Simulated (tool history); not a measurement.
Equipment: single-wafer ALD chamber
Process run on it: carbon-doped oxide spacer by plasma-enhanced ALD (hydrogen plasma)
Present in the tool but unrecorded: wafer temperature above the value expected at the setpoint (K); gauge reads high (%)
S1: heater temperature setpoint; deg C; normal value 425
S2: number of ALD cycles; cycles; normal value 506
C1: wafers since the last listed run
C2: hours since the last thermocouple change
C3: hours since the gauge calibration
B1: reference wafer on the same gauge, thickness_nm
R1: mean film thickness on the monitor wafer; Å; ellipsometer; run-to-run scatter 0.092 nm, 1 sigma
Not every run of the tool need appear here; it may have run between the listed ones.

run 1 hour=0.0 | S1=425 S2=476 | C1=0 C2=380.2 C3=868.9 | B1=19.985 | R1=206.99
run 2 hour=71.7 | S1=425 S2=476 | C1=46 C2=451.9 C3=940.6 | B1=19.999 | R1=205.83
run 3 hour=100.0 | S1=425 S2=506 | C1=18 C2=480.2 C3=968.9 | B1=19.979 | R1=219.32
run 4 hour=160.3 | S1=425 S2=506 | C1=39 C2=540.5 C3=1029.2 | B1=20.025 | R1=219.86
run 5 hour=187.3 | S1=420 S2=506 | C1=17 C2=567.5 C3=1056.2 | B1=20.023 | R1=223.47
run 6 hour=231.6 | S1=420 S2=506 | C1=28 C2=611.8 C3=1100.5 | B1=19.975 | R1=223.24
run 7 hour=277.9 | S1=425 S2=506 | C1=30 C2=658.1 C3=1146.8 | B1=19.996 | R1=220.06
run 8 hour=320.5 | S1=425 S2=506 | C1=27 C2=700.7 C3=1189.4 | B1=20.022 | R1=220.01
run 9 hour=365.2 | S1=425 S2=506 | C1=29 C2=745.4 C3=1234.1 | B1=19.995 | R1=220.76
run 10 hour=390.0 | S1=425 S2=506 | C1=16 C2=770.2 C3=1258.9 | B1=19.988 | R1=220.19
run 11 hour=456.4 | S1=425 S2=506 | C1=43 C2=836.6 C3=1325.3 | B1=20.038 | R1=220.08
run 12 hour=510.9 | S1=425 S2=506 | C1=35 C2=891.1 C3=1379.8 | B1=20.042 | R1=222.54
run 13 hour=535.2 | S1=431 S2=506 | C1=15 C2=915.4 C3=1404.1 | B1=19.964 | R1=216.24
run 14 hour=589.1 | S1=425 S2=467 | C1=35 C2=969.3 C3=1458.0 | B1=19.999 | R1=203.32
run 15 hour=615.9 | S1=425 S2=467 | C1=17 C2=996.1 C3=1484.8 | B1=19.962 | R1=203.93
run 16 hour=686.9 | S1=425 S2=506 | C1=46 C2=1067.1 C3=1555.8 | B1=19.987 | R1=220.63
run 17 hour=743.9 | S1=425 S2=506 | C1=37 C2=1124.1 C3=1612.8 | B1=20.031 | R1=220.16
run 18 hour=806.7 | S1=435 S2=506 | C1=41 C2=1186.9 C3=1675.6 | B1=20.027 | R1=213.70
run 19 hour=862.3 | S1=425 S2=506 | C1=36 C2=1242.5 C3=1731.2 | B1=19.997 | R1=221.22
run 20 hour=909.2 | S1=425 S2=506 | C1=30 C2=1289.4 C3=1778.1 | B1=19.981 | R1=223.42
-- hour=989.8 thermocouple changed; heater temperature recalibrated
run 21 hour=1094.4 | S1=425 S2=506 | C1=115 C2=104.6 C3=1963.3 | B1=19.994 | R1=217.61
run 22 hour=1122.8 | S1=425 S2=506 | C1=18 C2=133.0 C3=1991.7 | B1=20.018 | R1=216.52
run 23 hour=1189.8 | S1=432 S2=560 | C1=43 C2=200.0 C3=2058.7 | B1=19.992 | R1=235.92
run 24 hour=1230.8 | S1=425 S2=587 | C1=26 C2=241.0 C3=2099.7 | B1=20.006 | R1=253.58
run 25 hour=1262.1 | S1=435 S2=582 | C1=20 C2=272.3 C3=2131.0 | B1=19.973 | R1=242.51
run 26 hour=1334.0 | S1=419 S2=416 | C1=47 C2=344.2 C3=2202.9 | B1=20.025 | R1=185.04
run 27 hour=1387.0 | S1=410 S2=457 | C1=34 C2=397.2 C3=2255.9 | B1=20.023 | R1=207.32
run 28 hour=1430.8 | S1=425 S2=506 | C1=28 C2=441.0 C3=2299.7 | B1=19.994 | R1=218.35
run 29 hour=1481.0 | S1=413 S2=539 | C1=32 C2=491.2 C3=2349.9 | B1=19.982 | R1=245.19
-- hour=1658.6 gauge calibrated
run 30 hour=1669.2 | S1=425 S2=506 | C1=123 C2=679.4 C3=10.6 | B1=20.010 | R1=219.55
run 31 hour=1734.1 | S1=430 S2=506 | C1=42 C2=744.3 C3=75.5 | B1=20.012 | R1=216.08
run 32 hour=1800.9 | S1=431 S2=506 | C1=43 C2=811.1 C3=142.3 | B1=20.019 | R1=214.62
run 33 hour=1871.8 | S1=425 S2=506 | C1=46 C2=882.0 C3=213.2 | B1=19.986 | R1=219.96
run 34 hour=1938.7 | S1=425 S2=506 | C1=43 C2=948.9 C3=280.1 | B1=20.012 | R1=220.13
run 35 hour=1982.4 | S1=415 S2=591 | C1=28 C2=992.6 C3=323.8 | B1=19.995 | R1=264.93
run 36 hour=2047.7 | S1=425 S2=506 | C1=42 C2=1057.9 C3=389.1 | B1=20.015 | R1=218.61
run 37 hour=2110.4 | S1=425 S2=506 | C1=40 C2=1120.6 C3=451.8 | B1=20.044 | R1=220.07
run 38 hour=2166.9 | S1=429 S2=591 | C1=36 C2=1177.1 C3=508.3 | B1=20.003 | R1=253.88
run 39 hour=2212.1 | S1=419 S2=433 | C1=29 C2=1222.3 C3=553.5 | B1=20.006 | R1=191.98
run 40 hour=2271.0 | S1=417 S2=416 | C1=38 C2=1281.2 C3=612.4 | B1=20.001 | R1=187.08
run 41 hour=2326.0 | S1=425 S2=506 | C1=35 C2=1336.2 C3=667.4 | B1=20.030 | R1=220.52
run 42 hour=2375.1 | S1=412 S2=467 | C1=32 C2=1385.3 C3=716.5 | B1=19.986 | R1=213.13
run 43 hour=2418.5 | S1=425 S2=575 | C1=28 C2=1428.7 C3=759.9 | B1=20.005 | R1=250.97

For some of the steps in R1 from one run to the next: how much would appear even if the tool had no hidden state, given the settings, what came in and random variation, and how much remains for the hidden state plus any gauge scatter that the measured result and the result without hidden state don't share?
Run 20 -> 21: thermocouple changed; heater temperature recalibrated. R1 -5.81 Å: hidden state -4.02, all else -1.79.
Run 25 -> 26: S1 435 -> 419, S2 582 -> 416. R1 -57.47 Å: hidden state -0.46, all else -57.01.
Run 35 -> 36: S1 415 -> 425, S2 591 -> 506. R1 -46.32 Å: hidden state -0.70, all else -45.62.
Run 38 -> 39: S1 429 -> 419, S2 591 -> 433. R1 -61.90 Å: hidden state -1.46, all else -60.44.
Run 42 -> 43: S1 412 -> 425, S2 467 -> 575. R1 +37.84 Å: hidden state +1.08, all else +36.76.

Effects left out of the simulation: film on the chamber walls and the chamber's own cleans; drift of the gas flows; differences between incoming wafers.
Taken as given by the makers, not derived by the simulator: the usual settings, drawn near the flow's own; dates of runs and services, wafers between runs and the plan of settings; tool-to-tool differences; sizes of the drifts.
